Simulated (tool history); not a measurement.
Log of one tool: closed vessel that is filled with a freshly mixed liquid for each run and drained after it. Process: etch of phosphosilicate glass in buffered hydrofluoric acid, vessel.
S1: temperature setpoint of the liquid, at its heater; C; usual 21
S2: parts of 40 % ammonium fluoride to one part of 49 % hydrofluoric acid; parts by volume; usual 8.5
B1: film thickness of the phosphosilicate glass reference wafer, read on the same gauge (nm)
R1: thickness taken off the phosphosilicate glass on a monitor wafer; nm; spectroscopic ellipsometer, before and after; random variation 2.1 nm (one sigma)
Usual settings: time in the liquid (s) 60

Run 1, hour 0: usual settings; B1 29.68. Result: R1 499.54 nm.
Run 2, hour 15.1: usual settings but S1 17 C; B1 29.67. Result: R1 396.15 nm.
Run 3, hour 40.4: usual settings but S1 17 C; B1 29.63. Result: R1 398.15 nm.
Run 4, hour 55.5: usual settings but S1 17.5 C, time in the liquid (s) 85; B1 29.61. Result: R1 578.71 nm.
Run 5, hour 75.2: usual settings but S1 17.5 C, time in the liquid (s) 85; B1 29.62. Result: R1 578.2 nm.
Run 6, hour 97.2: usual settings but S2 11 parts by volume; B1 29.55. Result: R1 397.98 nm.
Run 7, hour 127.7: usual settings but S2 11 parts by volume; B1 29.56. Result: R1 395.66 nm.
Run 8, hour 150.5: usual settings; B1 29.57. Result: R1 495.88 nm.
Run 9, hour 164.2: usual settings; B1 29.56. Result: R1 496.49 nm.
Run 10, hour 196.2: usual settings; B1 29.53. Result: R1 495.95 nm.
Run 11, hour 227.5: usual settings but S2 11 parts by volume, time in the liquid (s) 50; B1 29.5. Result: R1 329.8 nm.
Run 12, hour 259.8: usual settings; B1 29.55. Result: R1 495.08 nm.
At hour 285.1: gauge calibrated.
Run 13, hour 294.1: usual settings but S1 19 C; B1 29.91. Result: R1 449.28 nm.
Run 14, hour 321.4: usual settings but S1 25.5 C, S2 12 parts by volume, time in the liquid (s) 45; B1 29.82. Result: R1 354.26 nm.

The next listed run, before its measurement:
Run 15, hour 335.8: usual settings; B1 ?. Result: R1 ?.

Run 15 gave B1 29.79, R1 495.12 nm.
Without the tool's hidden state the same run would have given R1 498.51 nm.

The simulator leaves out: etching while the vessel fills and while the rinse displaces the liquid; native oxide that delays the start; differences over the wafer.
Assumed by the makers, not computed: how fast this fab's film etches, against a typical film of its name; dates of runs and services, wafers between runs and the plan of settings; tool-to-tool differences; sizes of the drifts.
